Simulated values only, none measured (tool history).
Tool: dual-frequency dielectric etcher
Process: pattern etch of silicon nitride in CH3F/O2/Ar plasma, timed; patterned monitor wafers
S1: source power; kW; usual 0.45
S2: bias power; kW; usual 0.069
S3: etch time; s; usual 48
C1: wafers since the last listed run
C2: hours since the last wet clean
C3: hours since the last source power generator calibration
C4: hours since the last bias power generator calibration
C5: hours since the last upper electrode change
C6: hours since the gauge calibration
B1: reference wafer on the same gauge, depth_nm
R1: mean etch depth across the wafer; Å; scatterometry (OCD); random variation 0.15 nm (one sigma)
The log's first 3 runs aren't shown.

run 4 hour=66.4 | S1=0.45 S2=0.069 S3=48 | C1=291 C2=295.7 C3=3767.1 C4=2284.8 C5=2327.6 C6=305.4 | B1=41.78 | R1=387.8
run 5 hour=85.3 | S1=0.45 S2=0.069 S3=48 | C1=174 C2=314.6 C3=3786 C4=2303.7 C5=2346.5 C6=324.3 | B1=41.75 | R1=385.7
run 6 hour=104.3 | S1=0.39 S2=0.069 S3=48 | C1=175 C2=333.6 C3=3805 C4=2322.7 C5=2365.5 C6=343.3 | B1=41.74 | R1=370.9
run 7 hour=139.2 | S1=0.39 S2=0.069 S3=48 | C1=321 C2=368.5 C3=3839.9 C4=2357.6 C5=2400.4 C6=378.2 | B1=41.83 | R1=371.1
run 8 hour=156.1 | S1=0.45 S2=0.069 S3=53.5 | C1=155 C2=385.4 C3=3856.8 C4=2374.5 C5=2417.3 C6=395.1 | B1=41.75 | R1=434.3
run 9 hour=170.4 | S1=0.42 S2=0.069 S3=48 | C1=131 C2=399.7 C3=3871.1 C4=2388.8 C5=2431.6 C6=409.4 | B1=41.84 | R1=379.8
run 10 hour=183.6 | S1=0.45 S2=0.077 S3=48 | C1=121 C2=412.9 C3=3884.3 C4=2402 C5=2444.8 C6=422.6 | B1=41.75 | R1=410.2
-- hour=229.5 upper electrode replaced
-- hour=245.2 wet clean of the chamber
run 11 hour=245.7 | S1=0.45 S2=0.077 S3=48 | C1=206 C2=0.5 C3=3946.4 C4=2464.1 C5=16.2 C6=484.7 | B1=41.8 | R1=405.7
run 12 hour=246 | S1=0.45 S2=0.077 S3=48 | C1=2 C2=0.8 C3=3946.7 C4=2464.4 C5=16.5 C6=485 | B1=41.75 | R1=405.3
run 13 hour=246.9 | S1=0.45 S2=0.082 S3=48 | C1=8 C2=1.7 C3=3947.6 C4=2465.3 C5=17.4 C6=485.9 | B1=41.81 | R1=421.1
run 14 hour=268 | S1=0.45 S2=0.082 S3=48 | C1=194 C2=22.8 C3=3968.7 C4=2486.4 C5=38.5 C6=507 | B1=41.82 | R1=417.6
run 15 hour=281.1 | S1=0.45 S2=0.069 S3=48 | C1=120 C2=35.9 C3=3981.8 C4=2499.5 C5=51.6 C6=520.1 | B1=41.78 | R1=384.3

Run 16 comes next. What will it give?
-- hour=298.2 gauge calibrated
run 16 hour=301 | S1=0.51 S2=0.063 S3=54 | C1=183 C2=55.8 C3=4001.7 C4=2519.4 C5=71.5 C6=2.8 | B1=? | R1=?

{"run 16": {"B1": 41.84, "R1": 425}}
Without the tool's hidden state the same run would have given R1 424.9 Å.
